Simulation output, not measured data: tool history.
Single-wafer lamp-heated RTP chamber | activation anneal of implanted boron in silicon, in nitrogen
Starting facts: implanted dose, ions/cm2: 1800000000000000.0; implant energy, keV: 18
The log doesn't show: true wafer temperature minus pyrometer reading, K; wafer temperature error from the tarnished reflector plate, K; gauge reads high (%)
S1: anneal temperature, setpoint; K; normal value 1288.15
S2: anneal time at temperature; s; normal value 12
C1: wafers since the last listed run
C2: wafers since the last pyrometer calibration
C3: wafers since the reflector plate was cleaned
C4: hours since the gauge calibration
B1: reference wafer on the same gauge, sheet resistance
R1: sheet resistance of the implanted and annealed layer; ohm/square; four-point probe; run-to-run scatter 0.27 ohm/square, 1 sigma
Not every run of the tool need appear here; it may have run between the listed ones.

run,hour,S1,S2,C1,C2,C3,C4,B1,R1
1,0,1288.15,12,0,321,1956,110.5,86.91,80.87
2,14.3,1288.15,12,246,568,2203,124.8,86.86,80.23
3,26.4,1288.15,12,208,777,2412,136.9,86.92,80.68
4,37,1305.15,12,182,960,2595,147.5,86.89,76.25
5,46.8,1288.15,12,169,1129,2764,157.3,86.92,80.05
6,59.7,1288.15,12,222,1352,2987,170.2,86.87,80.2
7,71.2,1288.15,12,198,1550,3185,181.7,86.82,80.02
8,110.8,1288.15,12,683,2234,3868,221.3,86.94,80.48
9,124.4,1288.15,12,234,2468,4103,234.9,86.92,80.32
10,131.7,1288.15,12,125,2594,4229,242.2,86.92,79.98
11,147.3,1288.15,15,269,2864,4498,257.8,86.86,79.48
# hour 159.2: gauge calibrated
12,163,1288.15,14,270,3135,4769,3.8,86.9,79.92
13,175,1288.15,14,207,3342,4976,15.8,86.96,80.21
14,183.8,1288.15,7,151,3494,5128,24.6,86.86,82.18
15,199.7,1288.15,7,274,3768,5403,40.5,86.91,82
16,214.6,1260.15,9,257,4025,5660,55.4,86.91,92.52
17,228.6,1288.15,12,241,4267,5902,69.4,86.91,80.51
18,239.6,1310.15,16,189,4457,6091,80.4,86.89,74.46
19,252.4,1274.15,17,220,4677,6312,93.2,86.86,83.02
# hour 262.7: pyrometer window cleaned and pyrometer calibrated
20,263.2,1278.15,9,48,9,6361,104,86.89,84.13
21,300.1,1296.15,6,636,645,6997,140.9,86.84,81
22,307.1,1297.15,14,120,766,7118,147.9,86.89,77.27
23,317.4,1288.15,7,177,944,7296,158.2,86.92,82.4
# hour 345.8: reflector plate cleaned
24,358.8,1288.15,12,576,1520,223,199.6,86.92,80.68
25,369.7,1296.15,6,188,1709,411,210.5,86.9,79.92
26,381.8,1308.15,12,208,1917,620,222.6,86.86,75.39
27,391.4,1276.15,6,165,2083,786,232.2,86.94,86.47
28,407.6,1288.15,8,279,2363,1066,248.4,86.93,81.98
29,417.4,1262.15,5,169,2532,1235,258.2,86.87,94.53
30,425.2,1288.15,12,134,2666,1369,266,86.97,80.19
31,442.4,1264.15,5,296,2963,1666,283.2,86.91,93.45

3 options for the next run, each taken on its own from the tool as it stands now. Forecast them:
A,442.8,1264.15,12,6,2970,1673,283.6,?,?
B,442.8,1302.15,16,6,2970,1673,283.6,?,?
C,442.8,1269.15,19,6,2970,1673,283.6,?,?

run,B1,R1
A,86.91,88.68
B,86.91,75.94
C,86.91,84.41
What these runs would have given with no unlogged condition in the tool:
run,R1
A,88.68
B,75.94
C,84.41
